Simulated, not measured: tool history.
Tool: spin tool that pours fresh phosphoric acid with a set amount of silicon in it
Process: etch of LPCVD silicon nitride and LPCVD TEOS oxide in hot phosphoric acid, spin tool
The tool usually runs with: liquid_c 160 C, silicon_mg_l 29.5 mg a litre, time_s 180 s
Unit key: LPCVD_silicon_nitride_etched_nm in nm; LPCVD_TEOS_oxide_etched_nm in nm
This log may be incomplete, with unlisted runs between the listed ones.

run    hour  liquid_c  silicon_mg_l  time_s  wafers since the last listed run  hours since the thermometer was replaced  hours since the dissolved silicon flow meter was replaced  hours since the heated supply line was repaired  hours since the gauge calibration  read-back film thickness of the LPCVD silicon nitride reference wafer, read on the same gauge (nm)  read-back film thickness of the LPCVD TEOS oxide reference wafer, read on the same gauge (nm)  LPCVD_silicon_nitride_etched_nm  LPCVD_TEOS_oxide_etched_nm
  1       0       160            38     180                                 0                                     302.7                                                     1412.4                                           1802.7                             1326.4                                                                                               30.01                                                                                         39.965                            17.26                       0.292
        7.8  -- gauge calibrated
       39.5  -- heated supply line repaired
  2   123.2       160          29.5     180                              1259                                     425.9                                                     1535.6                                             83.7                              115.4                                                                                                  30                                                                                         39.962                            17.53                       0.435
  3   172.7       160            47     180                               510                                     475.4                                                     1585.1                                            133.2                              164.9                                                                                               29.94                                                                                         39.971                            17.66                       0.177
  4   325.7       160          29.5     180                              1576                                     628.4                                                     1738.1                                            286.2                              317.9                                                                                               29.97                                                                                         40.003                            17.88                       0.448
      379.1  -- thermometer replaced
  5   413.3       160          29.5     180                               892                                      34.2                                                     1825.7                                            373.8                              405.5                                                                                               30.04                                                                                         39.988                            16.94                       0.426
  6   494.5       160          29.5     180                               836                                     115.4                                                     1906.9                                              455                              486.7                                                                                               30.01                                                                                         40.013                            16.88                       0.391
  7   536.3       160          49.5     270                               430                                     157.2                                                     1948.7                                            496.8                              528.5                                                                                                  30                                                                                         40.012                            25.29                       0.238
  8   626.9     157.5          29.5     215                               933                                     247.8                                                     2039.3                                            587.4                              619.1                                                                                               29.99                                                                                         39.986                            18.79                       0.361
  9   669.5       160           6.5     180                               438                                     290.4                                                     2081.9                                              630                              661.7                                                                                               30.01                                                                                         39.957                             17.1                       0.734
 10     765       160          29.5     180                               984                                     385.9                                                     2177.4                                            725.5                              757.2                                                                                               30.04                                                                                         39.983                             17.3                       0.413
      804.9  -- dissolved silicon flow meter replaced
 11   841.2       160            13     180                               774                                     462.1                                                       36.3                                            801.7                              833.4                                                                                                  30                                                                                         39.977                            17.63                        0.71
 12   903.5       160          29.5     180                               641                                     524.4                                                       98.6                                              864                              895.7                                                                                               30.02                                                                                         40.023                            17.68                       0.421
 13   967.8       160          29.5     180                               662                                     588.7                                                      162.9                                            928.3                                960                                                                                               30.07                                                                                         39.977                             17.6                       0.416
     1033.8  -- thermometer replaced
 14  1040.8       160          29.5     180                               741                                         7                                                      235.9                                           1001.3                               1033                                                                                               29.98                                                                                          40.02                            16.73                       0.312
 15  1128.7       163          29.5     275                               905                                      94.9                                                      323.8                                           1089.2                             1120.9                                                                                               30.01                                                                                         40.023                            28.57                       0.819
 16  1219.8     157.5            19     180                               938                                       186                                                      414.9                                           1180.3                               1212                                                                                               29.97                                                                                         39.993                            15.58                       0.475
 17  1299.6       160            37     260                               822                                     265.8                                                      494.7                                           1260.1                             1291.8                                                                                                  30                                                                                         40.015                             25.1                       0.401
 18  1358.5       162            19     180                               606                                     324.7                                                      553.6                                             1319                             1350.7                                                                                               29.99                                                                                         39.995                            18.47                       0.746
 19    1464       160          29.5     180                              1087                                     430.2                                                      659.1                                           1424.5                             1456.2                                                                                                  30                                                                                         40.011                             17.3                       0.409
 20  1536.5     162.5            50      70                               747                                     502.7                                                      731.6                                             1497                             1528.7                                                                                               29.95                                                                                         39.991                             7.45                        0.09
     1613.9  -- thermometer replaced
 21  1638.1       160             8     240                              1036                                      24.2                                                      833.2                                           1598.6                             1630.3                                                                                               29.99                                                                                          39.99                            22.53                       0.895

Here are 5 independent what-if runs from the current tool condition. What would each one return?
  A  1638.6       160          29.5     180                                 5                                      24.7                                                      833.7                                           1599.1                             1630.8                                                                                                   ?                                                                                              ?                                ?                           ?
  B  1638.6       157          29.5     180                                 5                                      24.7                                                      833.7                                           1599.1                             1630.8                                                                                                   ?                                                                                              ?                                ?                           ?
  C  1638.6     157.5            44     235                                 5                                      24.7                                                      833.7                                           1599.1                             1630.8                                                                                                   ?                                                                                              ?                                ?                           ?
  D  1638.6       161          29.5     180                                 5                                      24.7                                                      833.7                                           1599.1                             1630.8                                                                                                   ?                                                                                              ?                                ?                           ?
  E  1638.6       160          29.5     215                                 5                                      24.7                                                      833.7                                           1599.1                             1630.8                                                                                                   ?                                                                                              ?                                ?                           ?

run  read-back film thickness of the LPCVD silicon nitride reference wafer, read on the same gauge (nm)  read-back film thickness of the LPCVD TEOS oxide reference wafer, read on the same gauge (nm)  LPCVD_silicon_nitride_etched_nm  LPCVD_TEOS_oxide_etched_nm
  A                                                                                               30.01                                                                                         39.993                            16.81                       0.392
  B                                                                                               30.01                                                                                         39.993                            15.19                       0.314
  C                                                                                               30.01                                                                                         39.993                            20.17                       0.183
  D                                                                                               30.01                                                                                         39.993                            17.38                       0.422
  E                                                                                               30.01                                                                                         39.993                            20.08                       0.469
The same runs, with their run-to-run variation unchanged, on a tool lacking any hidden condition would have given:
run  LPCVD_silicon_nitride_etched_nm  LPCVD_TEOS_oxide_etched_nm
  A                            16.71                       0.387
  B                             15.1                       0.309
  C                            20.05                       0.181
  D                            17.28                       0.417
  E                            19.96                       0.462
